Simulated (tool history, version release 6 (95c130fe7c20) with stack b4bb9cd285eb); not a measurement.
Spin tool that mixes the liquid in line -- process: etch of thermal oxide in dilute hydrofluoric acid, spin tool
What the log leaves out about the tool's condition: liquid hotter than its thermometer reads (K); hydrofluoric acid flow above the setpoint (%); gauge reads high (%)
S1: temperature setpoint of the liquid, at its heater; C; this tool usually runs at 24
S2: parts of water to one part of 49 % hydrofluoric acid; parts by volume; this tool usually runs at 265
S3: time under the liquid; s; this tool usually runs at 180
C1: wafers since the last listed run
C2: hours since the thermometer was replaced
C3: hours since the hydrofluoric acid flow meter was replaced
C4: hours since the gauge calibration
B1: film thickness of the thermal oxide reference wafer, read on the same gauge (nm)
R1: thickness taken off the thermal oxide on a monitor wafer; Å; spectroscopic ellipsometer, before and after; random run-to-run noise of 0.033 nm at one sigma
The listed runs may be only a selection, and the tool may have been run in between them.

run,hour,S1,S2,S3,C1,C2,C3,C4,B1,R1
1,0,24,265,180,0,2763.8,838.8,61.8,120.007,28.26
2,21.1,24,265,180,187,2784.9,859.9,82.9,120,28.78
3,34.8,24,265,180,121,2798.6,873.6,96.6,120.027,27.95
4,61.7,24,265,135,238,2825.5,900.5,123.5,119.987,20.61
5,83.8,24,265,180,195,2847.6,922.6,145.6,119.99,28.69
6,106.4,24,265,125,200,2870.2,945.2,168.2,119.989,20.17
7,121.2,24,265,180,131,2885,960,183,120.001,28.22
8,141.2,24,265,180,177,2905,980,203,120.022,28.85
9,175.2,24,265,180,301,2939,1014,237,119.988,28.18
10,206.5,24,265,180,277,2970.3,1045.3,268.3,120.012,28.62
11,234.8,24,265,180,250,2998.6,1073.6,296.6,119.977,28.98
12,250.6,24,265,180,140,3014.4,1089.4,312.4,119.973,28.55
13,264.6,24,265,180,124,3028.4,1103.4,326.4,120.011,29.08
14,295.9,24,265,180,277,3059.7,1134.7,357.7,120.003,28.23
15,315.8,24,265,180,176,3079.6,1154.6,377.6,119.982,29.29

Run 16 comes next. What will it give?
16,328.9,27.5,330,110,116,3092.7,1167.7,390.7,?,?

B1: 120.027
R1: 14.93 Å
Were there no unlogged condition in the tool, this run, its random variation unchanged, would have produced R1 12.91 Å.

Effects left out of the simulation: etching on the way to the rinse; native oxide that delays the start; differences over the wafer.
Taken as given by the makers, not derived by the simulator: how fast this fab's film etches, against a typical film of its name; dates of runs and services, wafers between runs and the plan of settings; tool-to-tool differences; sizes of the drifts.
